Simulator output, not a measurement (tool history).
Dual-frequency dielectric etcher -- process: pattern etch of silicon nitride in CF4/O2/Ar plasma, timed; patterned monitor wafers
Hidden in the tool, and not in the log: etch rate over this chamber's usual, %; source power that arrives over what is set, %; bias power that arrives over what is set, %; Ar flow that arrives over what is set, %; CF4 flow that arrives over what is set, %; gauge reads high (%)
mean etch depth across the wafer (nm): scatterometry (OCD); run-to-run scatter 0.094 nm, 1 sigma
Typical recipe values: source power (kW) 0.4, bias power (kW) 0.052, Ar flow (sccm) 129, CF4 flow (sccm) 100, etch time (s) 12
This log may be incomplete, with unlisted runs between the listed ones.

run     day  source power (kW)  bias power (kW)  Ar flow (sccm)  CF4 flow (sccm)  etch time (s)  wafers since the last listed run  hours since the last wet clean  hours since the last source power generator calibration  hours since the last bias power generator calibration  hours since the last Ar flow controller change  hours since the last CF4 flow controller change  hours since the last upper electrode change  hours since the gauge calibration  read-back reference wafer on the same gauge, depth_nm  mean etch depth across the wafer (nm)
  1       0                0.4            0.052             129              109             12                                 0                           548.4                                                    534.7                                                 3597.3                                          2437.1                                           6050.1                                       3719.5                             2298.1                                                  22.73                                  18.69
      0.475  -- Ar flow controller replaced
      1.762  -- wet clean of the chamber
      1.867  -- CF4 flow controller replaced
        5.3  -- upper electrode replaced
  2   6.379                0.4            0.052             129              100             12                              1266                           110.8                                                    687.8                                                 3750.4                                           141.7                                            108.3                                         25.9                             2451.2                                                  22.73                                  19.05
  3   8.658                0.4            0.052             129              100             12                               716                           165.5                                                    742.5                                                 3805.1                                           196.4                                              163                                         80.6                             2505.9                                                  22.68                                  19.12
     11.204  -- gauge calibrated
  4  11.242               0.34            0.042             129              116             13                               812                           227.5                                                    804.5                                                 3867.1                                           258.4                                              225                                        142.6                                0.9                                                  22.73                                  16.57
  5  12.758               0.37            0.052             129              100             12                               477                           263.9                                                    840.9                                                 3903.5                                           294.8                                            261.4                                          179                               37.3                                                  22.72                                  18.05
     16.879  -- bias power generator calibrated
  6    16.9               0.31            0.052              98              109             12                              1250                           363.3                                                    940.3                                                    0.5                                           394.2                                            360.8                                        278.4                              136.7                                                  22.71                                  16.33
  7  20.379               0.36            0.048             129              100             12                              1094                           446.8                                                   1023.8                                                     84                                           477.7                                            444.3                                        361.9                              220.2                                                  22.68                                  16.52
  8  22.275               0.31            0.052              98              109             12                               596                           492.3                                                   1069.3                                                  129.5                                           523.2                                            489.8                                        407.4                              265.7                                                  22.68                                  16.26
     25.462  -- wet clean of the chamber
  9  25.483               0.37            0.052             129              100             12                               694                             0.5                                                   1146.3                                                  206.5                                           600.2                                            566.8                                        484.4                              342.7                                                  22.66                                  18.45
 10  26.717                0.4            0.052             147               92             11                               387                            30.1                                                   1175.9                                                  236.1                                           629.8                                            596.4                                          514                              372.3                                                  22.68                                  17.26
 11  29.512                0.4            0.052             129              100             12                               879                            97.2                                                     1243                                                  303.2                                           696.9                                            663.5                                        581.1                              439.4                                                  22.69                                   19.1
 12  32.521                0.4            0.052             129              100             12                               946                           169.4                                                   1315.2                                                  375.4                                           769.1                                            735.7                                        653.3                              511.6                                                  22.71                                   19.4
 13  34.054               0.37            0.052             157              100             12                               482                           206.2                                                     1352                                                  412.2                                           805.9                                            772.5                                        690.1                              548.4                                                  22.72                                  17.66
 14  38.346               0.33            0.052             129              100             12                              1349                           309.2                                                     1455                                                  515.2                                           908.9                                            875.5                                        793.1                              651.4                                                  22.67                                  16.58
 15  42.458                0.4            0.052             129              100             12                              1293                           407.9                                                   1553.7                                                  613.9                                          1007.6                                            974.2                                        891.8                              750.1                                                   22.7                                  18.79
 16  44.412                0.4            0.052             129              100             12                               614                           454.8                                                   1600.6                                                  660.8                                          1054.5                                           1021.1                                        938.7                                797                                                  22.64                                  18.98
 17  48.438                0.4            0.041             129              100             13                              1265                           551.4                                                   1697.2                                                  757.4                                          1151.1                                           1117.7                                       1035.3                              893.6                                                  22.68                                  17.81
 18  50.567                0.3             0.04             157              100             13                               669                           602.5                                                   1748.3                                                  808.5                                          1202.2                                           1168.8                                       1086.4                              944.7                                                   22.7                                  13.85
     51.788  -- wet clean of the chamber
 19  54.029                0.4            0.042             129              107             12                               774                            53.8                                                   1831.4                                                  891.6                                          1285.3                                           1251.9                                       1169.5                             1027.8                                                  22.71                                  17.51
 20  56.083                0.4            0.052             158              100             12                               646                           103.1                                                   1880.7                                                  940.9                                          1334.6                                           1301.2                                       1218.8                             1077.1                                                  22.72                                  18.82

Here are 5 independent what-if runs from the current tool condition. What would each one return?
  A  56.1                0.4            0.052             129              110             12                                 5                           103.5                                                   1881.1                                                  941.3                                            1335                                           1301.6                                       1219.2                             1077.5                                                      ?                                      ?
  B  56.1                0.4            0.052             148              100             12                                 5                           103.5                                                   1881.1                                                  941.3                                            1335                                           1301.6                                       1219.2                             1077.5                                                      ?                                      ?
  C  56.1                0.4            0.048             129              100             12                                 5                           103.5                                                   1881.1                                                  941.3                                            1335                                           1301.6                                       1219.2                             1077.5                                                      ?                                      ?
  D  56.1                0.4            0.052             129              100            9.5                                 5                           103.5                                                   1881.1                                                  941.3                                            1335                                           1301.6                                       1219.2                             1077.5                                                      ?                                      ?
  E  56.1                0.4            0.052             108              100             12                                 5                           103.5                                                   1881.1                                                  941.3                                            1335                                           1301.6                                       1219.2                             1077.5                                                      ?                                      ?

run  read-back reference wafer on the same gauge, depth_nm  mean etch depth across the wafer (nm)
  A                                                  22.68                                  19.77
  B                                                  22.68                                  19.12
  C                                                  22.68                                  18.68
  D                                                  22.68                                  15.43
  E                                                  22.68                                  19.96
The same runs, with their run-to-run variation unchanged, on a tool lacking any hidden condition would have given:
run  mean etch depth across the wafer (nm)
  A                                   19.5
  B                                  18.86
  C                                  18.42
  D                                  15.22
  E                                  19.69

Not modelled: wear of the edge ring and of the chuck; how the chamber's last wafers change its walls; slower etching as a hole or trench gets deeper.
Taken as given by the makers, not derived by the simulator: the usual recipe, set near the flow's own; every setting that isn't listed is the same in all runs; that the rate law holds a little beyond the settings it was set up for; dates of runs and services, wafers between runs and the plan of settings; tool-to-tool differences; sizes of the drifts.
